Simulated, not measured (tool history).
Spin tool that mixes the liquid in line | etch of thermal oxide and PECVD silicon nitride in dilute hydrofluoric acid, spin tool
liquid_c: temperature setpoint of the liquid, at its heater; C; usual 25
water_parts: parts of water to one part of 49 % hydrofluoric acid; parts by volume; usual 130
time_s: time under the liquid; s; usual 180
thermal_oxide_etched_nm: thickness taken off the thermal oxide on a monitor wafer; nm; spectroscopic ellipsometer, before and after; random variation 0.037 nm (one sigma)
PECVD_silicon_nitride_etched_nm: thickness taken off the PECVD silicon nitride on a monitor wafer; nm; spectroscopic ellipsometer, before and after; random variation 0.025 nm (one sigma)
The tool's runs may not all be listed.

run,hour,liquid_c,water_parts,time_s,"read-back film thickness of the thermal oxide reference wafer, read on the same gauge (nm)","read-back film thickness of the PECVD silicon nitride reference wafer, read on the same gauge (nm)",thermal_oxide_etched_nm,PECVD_silicon_nitride_etched_nm
1,0,25,130,180,120,49.941,6.18,3.035
2,24.5,25,130,180,120,49.935,6.21,2.986
3,43.9,25,130,180,119.98,50.007,6.19,3.019
4,93.1,25,130,180,120.01,49.98,6.27,2.989
5,127.1,23.5,130,180,120,49.947,5.82,2.729
6,198.9,23.5,130,180,120,50.011,5.89,2.679
# hour 211.4: hydrofluoric acid flow meter replaced
# hour 224.7: thermometer replaced
7,225.3,23.5,130,180,120.01,50.019,5.67,2.834
8,260.3,25,130,245,119.99,49.96,8.18,4.251

Forecast run 9:
9,281.2,27.5,130,250,?,?,?,?

read-back film thickness of the thermal oxide reference wafer, read on the same gauge (nm): 119.98
read-back film thickness of the PECVD silicon nitride reference wafer, read on the same gauge (nm): 49.996
thermal_oxide_etched_nm: 9.17 nm
PECVD_silicon_nitride_etched_nm: 5.067 nm
Without the tool's hidden state the same run would have given thermal_oxide_etched_nm 9.09 nm, PECVD_silicon_nitride_etched_nm 5.045 nm.
